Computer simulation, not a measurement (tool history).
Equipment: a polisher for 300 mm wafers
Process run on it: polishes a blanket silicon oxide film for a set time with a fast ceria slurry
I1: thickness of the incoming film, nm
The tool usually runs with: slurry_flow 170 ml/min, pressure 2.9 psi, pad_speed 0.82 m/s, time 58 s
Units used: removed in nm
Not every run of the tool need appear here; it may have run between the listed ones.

Run 1, hour 0.0: usual settings but time 49 s; I1 3747.4. Result: removed 771.2 nm.
Run 2, hour 67.5: usual settings but time 49 s; I1 3701.1. Result: removed 761.4 nm.
Run 3, hour 197.6: usual settings but time 49 s; I1 3764.0. Result: removed 747.1 nm.
At hour 248.1: worn pad replaced by a new one.
Run 4, hour 325.5: usual settings but pressure 3.3 psi; I1 3792.0. Result: removed 1018.6 nm.
Run 5, hour 373.5: usual settings but pressure 3.3 psi; I1 3801.2. Result: removed 1005.4 nm.
Run 6, hour 468.0: usual settings but pressure 3.3 psi; I1 3800.9. Result: removed 999.9 nm.
At hour 483.8: worn pad replaced by a new one.
Run 7, hour 495.8: usual settings but slurry_flow 155 ml/min, pad_speed 0.70 m/s; I1 3767.2. Result: removed 776.9 nm.
Run 8, hour 523.4: usual settings; I1 3730.0. Result: removed 906.3 nm.
Run 9, hour 549.7: usual settings; I1 3723.1. Result: removed 905.0 nm.
Run 10, hour 575.8: usual settings but slurry_flow 135 ml/min, pressure 3.2 psi, pad_speed 0.64 m/s, time 74 s; I1 3700.5. Result: removed 938.2 nm.
At hour 645.4: head pressure recalibrated.
At hour 680.3: slurry nozzle cleaned.
At hour 691.3: worn pad replaced by a new one.
Run 11, hour 735.6: usual settings; I1 3753.7. Result: removed 918.2 nm.
Run 12, hour 798.3: usual settings; I1 3774.2. Result: removed 900.7 nm.
Run 13, hour 829.7: usual settings but pressure 3.6 psi; I1 3811.1. Result: removed 1070.6 nm.
Run 14, hour 885.1: usual settings but slurry_flow 195 ml/min, pad_speed 0.58 m/s; I1 3721.3. Result: removed 638.7 nm.
Run 15, hour 929.9: usual settings but slurry_flow 130 ml/min, time 72 s; I1 3740.0. Result: removed 1041.3 nm.
At hour 937.5: worn pad replaced by a new one.
Run 16, hour 998.0: usual settings but time 71 s; I1 3791.0. Result: removed 1134.0 nm.
Run 17, hour 1061.3: usual settings; I1 3754.5. Result: removed 905.7 nm.
Run 18, hour 1100.5: usual settings but pressure 2.0 psi; I1 3769.8. Result: removed 679.4 nm.
At hour 1153.2: worn pad replaced by a new one.
Run 19, hour 1167.5: usual settings but slurry_flow 200 ml/min, pad_speed 0.54 m/s; I1 3743.9. Result: removed 629.3 nm.

Here are 4 independent what-if runs from the current tool condition. What would each one return?
Run A, hour 1167.9: usual settings but pad_speed 0.92 m/s; I1 3711.4. Result: removed ?.
Run B, hour 1167.9: usual settings but slurry_flow 125 ml/min; I1 3711.4. Result: removed ?.
Run C, hour 1167.9: usual settings but slurry_flow 115 ml/min, pad_speed 0.90 m/s, time 51 s; I1 3711.4. Result: removed ?.
Run D, hour 1167.9: usual settings but pad_speed 1.08 m/s, time 51 s; I1 3711.4. Result: removed ?.

run  removed
  A   1033.6
  B    865.6
  C    817.9
  D   1067.0
What these runs would have given with no unlogged condition in the tool:
run  removed
  A   1034.2
  B    866.0
  C    818.3
  D   1067.5
